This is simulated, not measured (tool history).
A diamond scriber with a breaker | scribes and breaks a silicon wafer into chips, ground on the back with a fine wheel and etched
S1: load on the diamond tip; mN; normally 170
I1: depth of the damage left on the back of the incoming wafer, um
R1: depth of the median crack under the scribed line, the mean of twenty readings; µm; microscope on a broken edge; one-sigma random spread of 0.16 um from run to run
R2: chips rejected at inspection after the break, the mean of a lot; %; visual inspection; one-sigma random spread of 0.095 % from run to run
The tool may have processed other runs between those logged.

run 1 hour=0.0 | S1=186 | I1=0.63 | R1=10.87 R2=1.61
run 2 hour=13.4 | S1=186 | I1=0.43 | R1=11.01 R2=1.71
run 3 hour=45.2 | S1=130 | I1=0.52 | R1=8.53 R2=7.57
run 4 hour=60.6 | S1=130 | I1=0.71 | R1=8.63 R2=7.60
run 5 hour=95.5 | S1=170 | I1=0.44 | R1=9.86 R2=2.31
run 6 hour=130.4 | S1=133 | I1=0.43 | R1=8.38 R2=8.32
run 7 hour=151.4 | S1=133 | I1=0.55 | R1=8.36 R2=9.71
-- hour=172.8 diamond tip replaced by a new one
run 8 hour=185.5 | S1=133 | I1=0.36 | R1=7.20 R2=18.11
-- hour=188.6 load on the tip recalibrated
run 9 hour=202.7 | S1=170 | I1=0.41 | R1=8.69 R2=7.33
run 10 hour=228.5 | S1=170 | I1=0.49 | R1=8.58 R2=7.12
run 11 hour=245.7 | S1=170 | I1=0.45 | R1=8.40 R2=9.11
-- hour=250.6 diamond tip replaced by a new one, repeated, since the last time left the tool worse
run 12 hour=260.5 | S1=170 | I1=0.68 | R1=10.71 R2=1.66
run 13 hour=295.8 | S1=143 | I1=0.70 | R1=9.31 R2=3.62
run 14 hour=320.9 | S1=141 | I1=0.75 | R1=9.04 R2=4.42
run 15 hour=341.4 | S1=213 | I1=0.63 | R1=12.06 R2=2.75
run 16 hour=356.6 | S1=170 | I1=0.34 | R1=10.25 R2=1.88
run 17 hour=369.4 | S1=129 | I1=0.56 | R1=8.60 R2=7.62
run 18 hour=394.2 | S1=200 | I1=0.73 | R1=11.21 R2=2.03
run 19 hour=421.6 | S1=148 | I1=0.61 | R1=9.40 R2=4.92
run 20 hour=454.2 | S1=145 | I1=0.59 | R1=8.72 R2=5.90
-- hour=476.1 diamond tip replaced by a new one
run 21 hour=484.1 | S1=170 | I1=0.32 | R1=10.56 R2=1.57
run 22 hour=508.7 | S1=209 | I1=0.55 | R1=11.74 R2=2.94
run 23 hour=526.1 | S1=152 | I1=0.80 | R1=9.77 R2=2.80

3 ways to go on from here, each from the tool as it stands after run 23. What would each give?
run A hour=526.8 | S1=195 | I1=0.78 | R1=? R2=?
run B hour=526.8 | S1=157 | I1=0.78 | R1=? R2=?
run C hour=526.8 | S1=217 | I1=0.78 | R1=? R2=?

run=A R1=11.47 R2=2.01
run=B R1=9.93 R2=2.47
run=C R1=12.31 R2=3.54
With no hidden state in the tool, these same runs would have given:
run=A R1=11.85 R2=2.58
run=B R1=10.26 R2=1.95
run=C R1=12.72 R2=4.62
